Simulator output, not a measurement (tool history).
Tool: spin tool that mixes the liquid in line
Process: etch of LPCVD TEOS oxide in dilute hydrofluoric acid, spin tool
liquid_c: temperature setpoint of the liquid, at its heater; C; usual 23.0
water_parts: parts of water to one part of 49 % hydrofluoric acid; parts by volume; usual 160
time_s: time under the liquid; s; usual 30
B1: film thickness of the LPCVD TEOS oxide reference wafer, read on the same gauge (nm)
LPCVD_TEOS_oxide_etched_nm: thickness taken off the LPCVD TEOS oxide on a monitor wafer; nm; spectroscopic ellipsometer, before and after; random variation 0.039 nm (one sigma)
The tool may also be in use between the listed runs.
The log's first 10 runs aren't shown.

Run 11, day 12.671: usual settings; B1 110.025. Result: LPCVD_TEOS_oxide_etched_nm 4.288 nm.
Run 12, day 13.879: usual settings; B1 109.983. Result: LPCVD_TEOS_oxide_etched_nm 4.253 nm.
Run 13, day 14.571: usual settings; B1 109.990. Result: LPCVD_TEOS_oxide_etched_nm 4.307 nm.
Run 14, day 15.938: usual settings; B1 110.017. Result: LPCVD_TEOS_oxide_etched_nm 4.296 nm.
Run 15, day 16.604: usual settings; B1 109.991. Result: LPCVD_TEOS_oxide_etched_nm 4.311 nm.
Run 16, day 18.512: usual settings but liquid_c 26.5 C, water_parts 205 parts by volume, time_s 25 s; B1 109.954. Result: LPCVD_TEOS_oxide_etched_nm 3.080 nm.
Run 17, day 19.612: usual settings but liquid_c 25.0 C, time_s 50 s; B1 110.013. Result: LPCVD_TEOS_oxide_etched_nm 7.795 nm.
Run 18, day 20.371: usual settings but liquid_c 19.5 C, water_parts 130 parts by volume, time_s 15 s; B1 110.023. Result: LPCVD_TEOS_oxide_etched_nm 2.463 nm.
Run 19, day 20.958: usual settings but water_parts 190 parts by volume, time_s 20 s; B1 110.044. Result: LPCVD_TEOS_oxide_etched_nm 2.398 nm.
Run 20, day 22.417: usual settings but time_s 15 s; B1 109.981. Result: LPCVD_TEOS_oxide_etched_nm 2.213 nm.
At day 22.767: hydrofluoric acid flow meter replaced.
Run 21, day 23.500: usual settings; B1 110.026. Result: LPCVD_TEOS_oxide_etched_nm 4.396 nm.
Run 22, day 24.296: usual settings but water_parts 195 parts by volume; B1 109.968. Result: LPCVD_TEOS_oxide_etched_nm 3.478 nm.
Run 23, day 25.779: usual settings but liquid_c 26.5 C, water_parts 205 parts by volume, time_s 25 s; B1 110.013. Result: LPCVD_TEOS_oxide_etched_nm 3.097 nm.
Run 24, day 26.350: usual settings but liquid_c 18.0 C, water_parts 195 parts by volume; B1 109.936. Result: LPCVD_TEOS_oxide_etched_nm 2.878 nm.
Run 25, day 26.908: usual settings but water_parts 190 parts by volume, time_s 20 s; B1 110.007. Result: LPCVD_TEOS_oxide_etched_nm 2.442 nm.
Run 26, day 28.025: usual settings; B1 110.020. Result: LPCVD_TEOS_oxide_etched_nm 4.484 nm.
Run 27, day 28.771: usual settings but liquid_c 27.0 C, water_parts 125 parts by volume, time_s 45 s; B1 110.012. Result: LPCVD_TEOS_oxide_etched_nm 10.190 nm.
Run 28, day 30.112: usual settings but liquid_c 18.5 C, time_s 40 s; B1 109.963. Result: LPCVD_TEOS_oxide_etched_nm 5.001 nm.
Run 29, day 30.971: usual settings but liquid_c 26.5 C, water_parts 90 parts by volume, time_s 25 s; B1 109.991. Result: LPCVD_TEOS_oxide_etched_nm 8.347 nm.
Run 30, day 31.962: usual settings but liquid_c 19.5 C; B1 110.010. Result: LPCVD_TEOS_oxide_etched_nm 3.879 nm.
At day 32.842: thermometer replaced.
Run 31, day 33.454: usual settings but liquid_c 19.0 C, water_parts 240 parts by volume; B1 110.005. Result: LPCVD_TEOS_oxide_etched_nm 2.203 nm.
Run 32, day 34.300: usual settings; B1 109.994. Result: LPCVD_TEOS_oxide_etched_nm 4.351 nm.

Forecast each of these 5 alternatives for the next run:
Run A, day 34.317: usual settings; B1 ?. Result: LPCVD_TEOS_oxide_etched_nm ?.
Run B, day 34.317: usual settings but liquid_c 20.0 C; B1 ?. Result: LPCVD_TEOS_oxide_etched_nm ?.
Run C, day 34.317: usual settings but liquid_c 18.0 C, water_parts 235 parts by volume; B1 ?. Result: LPCVD_TEOS_oxide_etched_nm ?.
Run D, day 34.317: usual settings but liquid_c 24.5 C, time_s 20 s; B1 ?. Result: LPCVD_TEOS_oxide_etched_nm ?.
Run E, day 34.317: usual settings but liquid_c 25.0 C, water_parts 235 parts by volume, time_s 40 s; B1 ?. Result: LPCVD_TEOS_oxide_etched_nm ?.

run       B1  LPCVD_TEOS_oxide_etched_nm
  A  109.992                       4.303
  B  109.992                       3.830
  C  109.992                       2.243
  D  109.992                       3.036
  E  109.992                       3.875
Without the tool's hidden state the same runs would have given:
run  LPCVD_TEOS_oxide_etched_nm
  A                       4.229
  B                       3.763
  C                       2.204
  D                       2.985
  E                       3.813
